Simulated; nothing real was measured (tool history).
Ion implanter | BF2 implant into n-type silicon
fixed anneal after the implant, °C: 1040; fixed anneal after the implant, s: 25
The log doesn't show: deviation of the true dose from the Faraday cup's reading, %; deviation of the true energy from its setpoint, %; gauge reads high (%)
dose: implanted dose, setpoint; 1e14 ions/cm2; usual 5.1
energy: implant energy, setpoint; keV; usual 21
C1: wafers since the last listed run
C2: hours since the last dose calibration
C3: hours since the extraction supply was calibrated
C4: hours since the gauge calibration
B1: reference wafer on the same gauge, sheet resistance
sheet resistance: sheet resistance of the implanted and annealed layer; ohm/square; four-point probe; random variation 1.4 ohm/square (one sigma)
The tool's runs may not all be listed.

{"run": 1, "hour": 0.0, "dose": 5.1, "energy": 21, "C1": 0, "C2": 1327.3, "C3": 3456.9, "C4": 477.4, "B1": 290.18, "sheet resistance": 251.28}
{"run": 2, "hour": 114.1, "dose": 5.1, "energy": 21, "C1": 2662, "C2": 1441.4, "C3": 3571, "C4": 591.5, "B1": 292.35, "sheet resistance": 252.68}
{"run": 3, "hour": 209.6, "dose": 5.1, "energy": 21, "C1": 2228, "C2": 1536.9, "C3": 3666.5, "C4": 687, "B1": 293.95, "sheet resistance": 255.86}
{"run": 4, "hour": 252.2, "dose": 5.1, "energy": 21, "C1": 993, "C2": 1579.5, "C3": 3709.1, "C4": 729.6, "B1": 294.98, "sheet resistance": 253.85}
{"hour": 326.7, "done": "gauge calibrated"}
{"run": 5, "hour": 336.2, "dose": 5.1, "energy": 21, "C1": 1959, "C2": 1663.5, "C3": 3793.1, "C4": 9.5, "B1": 289.2, "sheet resistance": 251.7}
{"run": 6, "hour": 414.9, "dose": 6.16, "energy": 21, "C1": 1836, "C2": 1742.2, "C3": 3871.8, "C4": 88.2, "B1": 289.12, "sheet resistance": 218.7}
{"hour": 483.7, "done": "extraction supply calibrated"}
{"run": 7, "hour": 517.2, "dose": 6.16, "energy": 21, "C1": 2200, "C2": 1844.5, "C3": 33.5, "C4": 190.5, "B1": 288.99, "sheet resistance": 215.48}
{"run": 8, "hour": 563.1, "dose": 6.16, "energy": 21, "C1": 1070, "C2": 1890.4, "C3": 79.4, "C4": 236.4, "B1": 290.01, "sheet resistance": 216.64}
{"run": 9, "hour": 647.8, "dose": 5.1, "energy": 21, "C1": 1976, "C2": 1975.1, "C3": 164.1, "C4": 321.1, "B1": 290.69, "sheet resistance": 250.64}
{"run": 10, "hour": 688.4, "dose": 5.1, "energy": 21, "C1": 947, "C2": 2015.7, "C3": 204.7, "C4": 361.7, "B1": 290.75, "sheet resistance": 254.48}
{"run": 11, "hour": 730.5, "dose": 5.1, "energy": 21, "C1": 982, "C2": 2057.8, "C3": 246.8, "C4": 403.8, "B1": 291.65, "sheet resistance": 252.82}
{"run": 12, "hour": 768.9, "dose": 4.19, "energy": 17.5, "C1": 895, "C2": 2096.2, "C3": 285.2, "C4": 442.2, "B1": 291.7, "sheet resistance": 302.67}
{"run": 13, "hour": 810.5, "dose": 6.56, "energy": 27, "C1": 970, "C2": 2137.8, "C3": 326.8, "C4": 483.8, "B1": 292.15, "sheet resistance": 199.71}
{"run": 14, "hour": 857.8, "dose": 5.1, "energy": 21, "C1": 1103, "C2": 2185.1, "C3": 374.1, "C4": 531.1, "B1": 292.37, "sheet resistance": 252.7}
{"hour": 884.1, "done": "Faraday cup replaced and dose calibrated"}
{"run": 15, "hour": 936.5, "dose": 5.1, "energy": 21, "C1": 1649, "C2": 52.4, "C3": 452.8, "C4": 609.8, "B1": 293.55, "sheet resistance": 255.77}
{"run": 16, "hour": 1033.5, "dose": 5.64, "energy": 27, "C1": 2263, "C2": 149.4, "C3": 549.8, "C4": 706.8, "B1": 295.78, "sheet resistance": 228.21}
{"run": 17, "hour": 1081.2, "dose": 5.1, "energy": 21, "C1": 1112, "C2": 197.1, "C3": 597.5, "C4": 754.5, "B1": 296.73, "sheet resistance": 256.12}
{"run": 18, "hour": 1141.5, "dose": 5.1, "energy": 15, "C1": 1406, "C2": 257.4, "C3": 657.8, "C4": 814.8, "B1": 298.25, "sheet resistance": 271.5}
{"run": 19, "hour": 1218.0, "dose": 4.03, "energy": 25, "C1": 1784, "C2": 333.9, "C3": 734.3, "C4": 891.3, "B1": 299.88, "sheet resistance": 313.28}
{"hour": 1229.0, "done": "gauge calibrated"}
{"run": 20, "hour": 1322.3, "dose": 5.1, "energy": 21, "C1": 2433, "C2": 438.2, "C3": 838.6, "C4": 93.3, "B1": 286.7, "sheet resistance": 248.76}
{"run": 21, "hour": 1395.7, "dose": 5.1, "energy": 24, "C1": 1712, "C2": 511.6, "C3": 912, "C4": 166.7, "B1": 286.74, "sheet resistance": 244.59}
{"run": 22, "hour": 1502.0, "dose": 3.86, "energy": 17.5, "C1": 2480, "C2": 617.9, "C3": 1018.3, "C4": 273, "B1": 287.38, "sheet resistance": 317.49}
{"run": 23, "hour": 1543.5, "dose": 6.16, "energy": 21, "C1": 968, "C2": 659.4, "C3": 1059.8, "C4": 314.5, "B1": 287.85, "sheet resistance": 215.23}

The tool's hidden state at each run:
deviation of the true dose from the Faraday cup's reading, %: 0 in every run
deviation of the true energy from its setpoint, %: 0 in every run
H1: gauge reads high (%)
run=1 H1=0.894
run=2 H1=1.47
run=3 H1=2.05
run=4 H1=2.34
run=5 H1=0.367
run=6 H1=0.404
run=7 H1=0.539
run=8 H1=0.632
run=9 H1=0.856
run=10 H1=0.988
run=11 H1=1.14
run=12 H1=1.3
run=13 H1=1.48
run=14 H1=1.71
run=15 H1=2.13
run=16 H1=2.74
run=17 H1=3.07
run=18 H1=3.52
run=19 H1=4.14
run=20 H1=-0.483
run=21 H1=-0.392
run=22 H1=-0.17
run=23 H1=-0.0545
